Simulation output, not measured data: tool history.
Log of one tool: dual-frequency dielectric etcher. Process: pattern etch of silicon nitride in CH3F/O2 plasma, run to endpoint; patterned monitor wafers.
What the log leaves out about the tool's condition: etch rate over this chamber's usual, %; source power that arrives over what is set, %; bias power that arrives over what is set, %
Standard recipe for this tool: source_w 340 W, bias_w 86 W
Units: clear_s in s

| run | hour | source_w | bias_w | wafers since the last listed run | hours since the last wet clean | hours since the last source power generator calibration | hours since the last bias power generator calibration | hours since the last upper electrode change | incoming incoming film thickness, nm | clear_s |
|---|---|---|---|---|---|---|---|---|---|---|
| 1 | 0 | 380 | 94 | 0 | 256.8 | 3341.5 | 4490.5 | 3924.6 | 64.6 | 59.9 |
| 2 | 45.8 | 380 | 94 | 237 | 302.6 | 3387.3 | 4536.3 | 3970.4 | 64.3 | 59.9 |
| 3 | 61.8 | 400 | 86 | 82 | 318.6 | 3403.3 | 4552.3 | 3986.4 | 64.3 | 60.6 |
| 4 | 78.6 | 400 | 86 | 86 | 335.4 | 3420.1 | 4569.1 | 4003.2 | 64.1 | 60.1 |
| 5 | 91 | 400 | 86 | 64 | 347.8 | 3432.5 | 4581.5 | 4015.6 | 64.3 | 60.3 |
|  | 131.9 | wet clean of the chamber |
| 6 | 132.4 | 340 | 86 | 90 | 0.5 | 3473.9 | 4622.9 | 4057 | 64.3 | 64 |
| 7 | 132.8 | 340 | 86 | 2 | 0.9 | 3474.3 | 4623.3 | 4057.4 | 64 | 63.9 |
| 8 | 133.2 | 340 | 86 | 2 | 1.3 | 3474.7 | 4623.7 | 4057.8 | 64.9 | 64.7 |
| 9 | 133.8 | 340 | 86 | 3 | 1.9 | 3475.3 | 4624.3 | 4058.4 | 64.3 | 63.9 |
| 10 | 145.5 | 340 | 86 | 60 | 13.6 | 3487 | 4636 | 4070.1 | 64.2 | 64 |
|  | 155.1 | source power generator calibrated |
| 11 | 180.7 | 340 | 86 | 161 | 48.8 | 25.6 | 4671.2 | 4105.3 | 64.4 | 64.4 |
|  | 185.4 | bias power generator calibrated |
| 12 | 194.1 | 340 | 86 | 48 | 62.2 | 39 | 8.7 | 4118.7 | 64.9 | 64.8 |
| 13 | 210.3 | 340 | 86 | 83 | 78.4 | 55.2 | 24.9 | 4134.9 | 64.2 | 64.2 |
| 14 | 225 | 340 | 86 | 76 | 93.1 | 69.9 | 39.6 | 4149.6 | 64.6 | 65.1 |
| 15 | 234.4 | 270 | 103 | 48 | 102.5 | 79.3 | 49 | 4159 | 63.6 | 68.8 |
| 16 | 251.6 | 280 | 107 | 89 | 119.7 | 96.5 | 66.2 | 4176.2 | 63.9 | 66.3 |
| 17 | 258.7 | 310 | 76 | 36 | 126.8 | 103.6 | 73.3 | 4183.3 | 64 | 71.5 |
|  | 293.2 | upper electrode replaced |
| 18 | 293.7 | 340 | 86 | 56 | 161.8 | 138.6 | 108.3 | 0.5 | 64.7 | 65.4 |
| 19 | 294.1 | 290 | 76 | 2 | 162.2 | 139 | 108.7 | 0.9 | 65 | 76.4 |
| 20 | 296 | 340 | 86 | 9 | 164.1 | 140.9 | 110.6 | 2.8 | 64.6 | 65.3 |
| 21 | 311 | 340 | 97 | 77 | 179.1 | 155.9 | 125.6 | 17.8 | 64.6 | 62 |
| 22 | 328.4 | 340 | 86 | 90 | 196.5 | 173.3 | 143 | 35.2 | 64.5 | 65.6 |
| 23 | 340.3 | 380 | 79 | 61 | 208.4 | 185.2 | 154.9 | 47.1 | 65.1 | 64.4 |
| 24 | 351.8 | 400 | 77 | 59 | 219.9 | 196.7 | 166.4 | 58.6 | 64.4 | 62.7 |
| 25 | 359 | 290 | 86 | 37 | 227.1 | 203.9 | 173.6 | 65.8 | 64.4 | 72.1 |
| 26 | 374.9 | 370 | 77 | 82 | 243 | 219.8 | 189.5 | 81.7 | 63.7 | 64.5 |
| 27 | 392.2 | 340 | 86 | 89 | 260.3 | 237.1 | 206.8 | 99 | 64.1 | 65 |
| 28 | 402 | 370 | 79 | 50 | 270.1 | 246.9 | 216.6 | 108.8 | 65.4 | 65.8 |

Branching from run 28: 5 alternative next runs. What would each branch give?
| A | 402.5 | 270 | 86 | 2 | 270.6 | 247.4 | 217.1 | 109.3 | 64.6 | ? |
| B | 402.5 | 270 | 65 | 2 | 270.6 | 247.4 | 217.1 | 109.3 | 64.6 | ? |
| C | 402.5 | 340 | 72 | 2 | 270.6 | 247.4 | 217.1 | 109.3 | 64.6 | ? |
| D | 402.5 | 290 | 94 | 2 | 270.6 | 247.4 | 217.1 | 109.3 | 64.6 | ? |
| E | 402.5 | 390 | 86 | 2 | 270.6 | 247.4 | 217.1 | 109.3 | 64.6 | ? |

| run | clear_s |
|---|---|
| A | 76.3 |
| B | 85.4 |
| C | 70.6 |
| D | 70.1 |
| E | 60.8 |
Had the tool no hidden state, the same runs would have come out as:
| run | clear_s |
|---|---|
| A | 74.5 |
| B | 83.3 |
| C | 68.9 |
| D | 68.4 |
| E | 59.4 |
